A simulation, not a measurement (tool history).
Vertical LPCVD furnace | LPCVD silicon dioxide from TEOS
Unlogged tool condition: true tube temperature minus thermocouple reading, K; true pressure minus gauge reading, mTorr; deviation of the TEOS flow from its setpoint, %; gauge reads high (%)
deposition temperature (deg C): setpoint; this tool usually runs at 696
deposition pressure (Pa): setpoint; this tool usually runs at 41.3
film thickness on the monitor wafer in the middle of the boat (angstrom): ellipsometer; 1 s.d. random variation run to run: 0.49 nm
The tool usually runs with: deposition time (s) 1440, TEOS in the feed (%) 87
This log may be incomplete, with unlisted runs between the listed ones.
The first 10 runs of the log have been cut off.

run	hour	deposition temperature (deg C)	deposition pressure (Pa)	deposition time (s)	TEOS in the feed (%)	wafers since the last listed run	hours since the last temperature calibration	hours since the pressure gauge was zeroed	hours since the TEOS flow controller was replaced	hours since the gauge calibration	read-back reference wafer on the same gauge, thickness	film thickness on the monitor wafer in the middle of the boat (angstrom)
11	238.2	696	41.3	1440	87	485	90.4	106.0	7555.6	411.2	205.93	1835.0
12	264.1	703	41.3	1440	92	379	116.3	131.9	7581.5	437.1	206.02	2226.0
13	285.0	696	41.3	1440	87	306	137.2	152.8	7602.4	458.0	205.99	1838.1
14	315.4	703	32.7	1440	87	445	167.6	183.2	7632.8	488.4	206.05	1920.8
15	346.0	696	41.3	1440	87	448	198.2	213.8	7663.4	519.0	205.98	1834.6
16	373.2	700	46.7	1860	82	398	225.4	241.0	7690.6	546.2	205.98	2690.2
17	387.8	696	32.0	1440	87	213	240.0	255.6	7705.2	560.8	205.97	1616.1
# hour 424.3: TEOS flow controller replaced
18	469.3	696	36.7	1680	76	842	321.5	337.1	45.0	642.3	205.90	1895.9
19	489.2	696	41.3	1680	79	291	341.4	357.0	64.9	662.2	205.98	2051.3
20	511.4	700	36.7	1650	87	325	363.6	379.2	87.1	684.4	205.96	2183.6
21	543.9	696	41.3	1440	87	476	396.1	411.7	119.6	716.9	206.07	1844.3
22	576.6	708	37.3	1110	87	479	428.8	444.4	152.3	749.6	206.05	1781.2
23	593.1	696	32.7	1710	79	241	445.3	460.9	168.8	766.1	206.05	1855.4
# hour 602.8: gauge calibrated
24	615.4	696	36.0	1440	97	326	467.6	483.2	191.1	12.6	206.13	1806.1
25	636.6	706	50.7	1440	87	310	488.8	504.4	212.3	33.8	206.11	2565.8
26	669.6	696	41.3	1260	87	483	521.8	537.4	245.3	66.8	206.06	1608.3
27	690.7	696	41.3	1440	87	309	542.9	558.5	266.4	87.9	205.95	1841.0
28	709.2	696	41.3	1440	87	271	561.4	577.0	284.9	106.4	206.06	1842.2
29	744.4	696	41.3	1440	91	515	596.6	612.2	320.1	141.6	205.96	1871.7
30	770.7	696	31.3	1440	97	385	622.9	638.5	346.4	167.9	206.03	1689.1
31	797.2	686	41.3	1170	87	388	649.4	665.0	372.9	194.4	205.99	1183.2
32	811.7	696	38.7	1440	87	212	663.9	679.5	387.4	208.9	206.07	1776.7

Branching from run 32: 3 alternative next runs. What would each branch give?
A	816.5	696	41.3	1890	87	70	668.7	684.3	392.2	213.7	?	?
B	816.5	696	41.3	990	72	70	668.7	684.3	392.2	213.7	?	?
C	816.5	685	46.0	1440	87	70	668.7	684.3	392.2	213.7	?	?

run	read-back reference wafer on the same gauge, thickness	film thickness on the monitor wafer in the middle of the boat (angstrom)
A	206.09	2420.3
B	206.09	1153.3
C	206.09	1498.5
With the hidden condition removed and each run's random variation left untouched, the same runs would have given:
run	film thickness on the monitor wafer in the middle of the boat (angstrom)
A	2420.3
B	1153.3
C	1498.5
